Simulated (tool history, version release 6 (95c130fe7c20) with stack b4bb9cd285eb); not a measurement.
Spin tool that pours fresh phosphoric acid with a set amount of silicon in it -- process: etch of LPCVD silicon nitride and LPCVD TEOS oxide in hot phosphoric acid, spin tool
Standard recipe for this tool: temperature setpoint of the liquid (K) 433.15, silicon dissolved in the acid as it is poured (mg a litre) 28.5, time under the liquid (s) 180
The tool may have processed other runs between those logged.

run	hour	temperature setpoint of the liquid (K)	silicon dissolved in the acid as it is poured (mg a litre)	time under the liquid (s)	wafers since the last listed run	hours since the thermometer was replaced	hours since the dissolved silicon flow meter was replaced	hours since the heated supply line was repaired	hours since the gauge calibration	read-back film thickness of the LPCVD silicon nitride reference wafer, read on the same gauge (nm)	thickness taken off the LPCVD silicon nitride on a monitor wafer (angstrom)
1	0	433.15	28.5	180	0	2435	2303.9	723.5	102.7	40.01	116.9
2	14.6	433.15	28.5	180	126	2449.6	2318.5	738.1	117.3	39.99	115.9
3	40.5	433.15	28.5	180	224	2475.5	2344.4	764	143.2	40	114.3
4	70.4	433.15	28.5	180	259	2505.4	2374.3	793.9	173.1	40	113.1
5	98.1	433.15	28.5	180	240	2533.1	2402	821.6	200.8	40.01	114.9
# hour 101.3: heated supply line repaired
6	116.6	433.15	28.5	180	151	2551.6	2420.5	15.3	219.3	39.99	106.7
7	129.7	433.15	28.5	180	113	2564.7	2433.6	28.4	232.4	40	106.8
8	146.2	433.15	28.5	240	143	2581.2	2450.1	44.9	248.9	39.99	141.2
# hour 168.5: gauge calibrated
9	182.1	433.15	28.5	240	311	2617.1	2486	80.8	13.6	40	140.7
# hour 187.1: heated supply line repaired, repeated, since the last time left the tool worse
10	201	435.65	49.5	110	155	2636	2504.9	13.9	32.5	40	82.2
11	222.6	434.65	39.5	180	187	2657.6	2526.5	35.5	54.1	40.01	131.3
# hour 254.7: thermometer replaced
12	256.1	435.65	28.5	120	282	1.4	2560	69	87.6	39.98	89.9
# hour 277.8: dissolved silicon flow meter replaced
13	278.3	430.15	28.5	85	184	23.6	0.5	91.2	109.8	40	52.9
14	309.1	433.15	17.5	125	267	54.4	31.3	122	140.6	39.99	85.6
15	326.7	435.65	28.5	135	152	72	48.9	139.6	158.2	39.97	100.2
16	354.9	433.15	28.5	180	244	100.2	77.1	167.8	186.4	40.03	121.7
17	373.9	431.65	42.5	180	164	119.2	96.1	186.8	205.4	40.02	115.9
18	405.9	435.65	28.5	280	277	151.2	128.1	218.8	237.4	39.99	206.5
# hour 413.7: gauge calibrated
19	427	430.65	28.5	180	183	172.3	149.2	239.9	13.3	39.99	113.4
20	453	433.15	28.5	180	225	198.3	175.2	265.9	39.3	40	122.2
21	485.2	433.15	28.5	80	279	230.5	207.4	298.1	71.5	39.98	54.2

List, for all runs, the conditions of the tool that the log does not record:
liquid colder than its thermometer reads (K): 0 in every run
dissolved silicon flow below the setpoint (%): 0 in every run
gauge reads high (%): 0 in every run
H1: temperature lost on the way to the wafer (K)
run	H1
1	2.53
2	2.58
3	2.66
4	2.75
5	2.84
6	4.98
7	5.03
8	5.08
9	5.19
10	0.265
11	0.334
12	0.441
13	0.512
14	0.61
15	0.666
16	0.756
17	0.816
18	0.918
19	0.985
20	1.07
21	1.17
